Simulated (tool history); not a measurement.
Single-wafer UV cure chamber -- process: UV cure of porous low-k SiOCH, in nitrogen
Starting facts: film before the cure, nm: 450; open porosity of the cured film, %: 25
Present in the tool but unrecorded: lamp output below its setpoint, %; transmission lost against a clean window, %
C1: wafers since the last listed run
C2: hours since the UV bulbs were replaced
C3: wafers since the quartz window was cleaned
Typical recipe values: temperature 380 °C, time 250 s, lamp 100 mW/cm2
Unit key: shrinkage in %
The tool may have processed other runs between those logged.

Run 1, hour 0: usual settings; C1 0; C2 754.4; C3 1342. Result: shrinkage 11.845 %.
Run 2, hour 60.5: usual settings; C1 358; C2 814.9; C3 1700. Result: shrinkage 11.266 %.
Run 3, hour 112.7: usual settings; C1 309; C2 867.1; C3 2010. Result: shrinkage 11.336 %.
Run 4, hour 168.3: usual settings; C1 329; C2 922.7; C3 2339. Result: shrinkage 11.088 %.
Run 5, hour 263.7: usual settings; C1 565; C2 1018.1; C3 2904. Result: shrinkage 10.968 %.
Run 6, hour 337.8: usual settings; C1 439; C2 1092.2; C3 3343. Result: shrinkage 10.736 %.
Run 7, hour 396.5: usual settings; C1 347; C2 1150.9; C3 3691. Result: shrinkage 10.393 %.
At hour 428.2: UV bulbs replaced.
At hour 441.5: quartz window cleaned.
Run 8, hour 442: usual settings; C1 174; C2 13.8; C3 2. Result: shrinkage 12.546 %.
Run 9, hour 507: usual settings; C1 385; C2 78.8; C3 388. Result: shrinkage 12.322 %.
Run 10, hour 585.6: usual settings but temperature 394 °C; C1 465; C2 157.4; C3 853. Result: shrinkage 12.85 %.
Run 11, hour 647.1: usual settings; C1 364; C2 218.9; C3 1218. Result: shrinkage 12.044 %.
Run 12, hour 729.3: usual settings; C1 486; C2 301.1; C3 1705. Result: shrinkage 11.905 %.
Run 13, hour 793.6: usual settings; C1 380; C2 365.4; C3 2085. Result: shrinkage 11.928 %.
Run 14, hour 835.5: usual settings but time 350 s; C1 248; C2 407.3; C3 2334. Result: shrinkage 13.254 %.
Run 15, hour 928.5: usual settings but time 170 s; C1 550; C2 500.3; C3 2885. Result: shrinkage 9.538 %.
Run 16, hour 982.3: usual settings but time 170 s; C1 318; C2 554.1; C3 3203. Result: shrinkage 9.577 %.
At hour 997.6: quartz window cleaned.
Run 17, hour 1062.9: usual settings but time 215 s, lamp 75 mW/cm2; C1 430; C2 634.7; C3 386. Result: shrinkage 9.836 %.
Run 18, hour 1122.6: usual settings but time 215 s, lamp 75 mW/cm2; C1 353; C2 694.4; C3 740. Result: shrinkage 9.622 %.
Run 19, hour 1223.2: usual settings but time 215 s, lamp 75 mW/cm2; C1 596; C2 795; C3 1336. Result: shrinkage 9.557 %.
Run 20, hour 1277.5: usual settings; C1 321; C2 849.3; C3 1658. Result: shrinkage 11.713 %.
Run 21, hour 1325.5: usual settings; C1 284; C2 897.3; C3 1942. Result: shrinkage 11.512 %.
Run 22, hour 1451.4: usual settings; C1 745; C2 1023.2; C3 2688. Result: shrinkage 11.129 %.
Run 23, hour 1520: usual settings but temperature 386 °C, time 150 s, lamp 60 mW/cm2; C1 406; C2 1091.8; C3 3094. Result: shrinkage 6.33 %.
At hour 1540.3: quartz window cleaned.
At hour 1598.3: UV bulbs replaced.
Run 24, hour 1602.4: usual settings but temperature 390 °C, time 395 s, lamp 77 mW/cm2; C1 393; C2 4.1; C3 320. Result: shrinkage 13.61 %.
Run 25, hour 1639.5: usual settings but temperature 372 °C, lamp 70 mW/cm2; C1 219; C2 41.2; C3 540. Result: shrinkage 10.404 %.
Run 26, hour 1728.2: usual settings but temperature 396 °C; C1 525; C2 129.9; C3 1065. Result: shrinkage 12.564 %.
Run 27, hour 1814: usual settings; C1 508; C2 215.7; C3 1574. Result: shrinkage 11.956 %.
Run 28, hour 1869.2: usual settings but temperature 391 °C, time 170 s; C1 327; C2 270.9; C3 1901. Result: shrinkage 10.397 %.
Run 29, hour 1948.3: usual settings but temperature 373 °C, time 400 s, lamp 73 mW/cm2; C1 468; C2 350; C3 2369. Result: shrinkage 12.133 %.
Run 30, hour 1991.6: usual settings but temperature 373 °C, time 210 s; C1 256; C2 393.3; C3 2626. Result: shrinkage 10.661 %.
Run 31, hour 2042: usual settings but temperature 394 °C, time 190 s; C1 298; C2 443.7; C3 2924. Result: shrinkage 10.516 %.
Run 32, hour 2079.9: usual settings but temperature 388 °C, time 380 s, lamp 61 mW/cm2; C1 224; C2 481.6; C3 3149. Result: shrinkage 11.272 %.
At hour 2109.5: quartz window cleaned.
Run 33, hour 2182.3: usual settings but temperature 385 °C, time 170 s, lamp 113 mW/cm2; C1 559; C2 584; C3 431. Result: shrinkage 10.892 %.
Run 34, hour 2259.3: usual settings but temperature 390 °C, time 350 s, lamp 126 mW/cm2; C1 456; C2 661; C3 887. Result: shrinkage 14.891 %.
Run 35, hour 2322.5: usual settings but temperature 370 °C; C1 374; C2 724.2; C3 1261. Result: shrinkage 11.667 %.
Run 36, hour 2408: usual settings but time 350 s; C1 506; C2 809.7; C3 1768. Result: shrinkage 13.066 %.
Run 37, hour 2514.6: usual settings but temperature 362 °C, time 100 s, lamp 84 mW/cm2; C1 631; C2 916.3; C3 2399. Result: shrinkage 6.151 %.
Run 38, hour 2556.3: usual settings; C1 247; C2 958; C3 2646. Result: shrinkage 10.95 %.
Run 39, hour 2657.6: usual settings but temperature 374 °C, lamp 85 mW/cm2; C1 600; C2 1059.3; C3 3246. Result: shrinkage 9.967 %.
At hour 2674.7: quartz window cleaned.
At hour 2755.9: UV bulbs replaced.
Run 40, hour 2756.9: usual settings; C1 493; C2 1; C3 439. Result: shrinkage 12.202 %.
Run 41, hour 2824.5: usual settings but temperature 391 °C, time 170 s; C1 400; C2 68.6; C3 840. Result: shrinkage 10.625 %.
Run 42, hour 2884.5: usual settings but lamp 64 mW/cm2; C1 355; C2 128.6; C3 1195. Result: shrinkage 10.111 %.
Run 43, hour 2973.7: usual settings but time 350 s; C1 528; C2 217.8; C3 1724. Result: shrinkage 13.895 %.
Run 44, hour 3035.9: usual settings but temperature 396 °C, time 125 s, lamp 80 mW/cm2; C1 368; C2 280; C3 2092. Result: shrinkage 8.024 %.

What if the next run were any one of these 4? Each begins from the tool's condition after run 44:
Run A, hour 3036.4: usual settings; C1 2; C2 280.5; C3 2095. Result: shrinkage ?.
Run B, hour 3036.4: usual settings but temperature 389 °C, lamp 120 mW/cm2; C1 2; C2 280.5; C3 2095. Result: shrinkage ?.
Run C, hour 3036.4: usual settings but temperature 398 °C; C1 2; C2 280.5; C3 2095. Result: shrinkage ?.
Run D, hour 3036.4: usual settings but temperature 393 °C, time 365 s, lamp 136 mW/cm2; C1 2; C2 280.5; C3 2095. Result: shrinkage ?.

run  shrinkage
  A     11.982
  B     13.063
  C     12.333
  D     15.721
Stripped of hidden state, with their random variation kept, the same runs would have yielded:
run  shrinkage
  A     12.737
  B     13.835
  C     13.094
  D     16.523
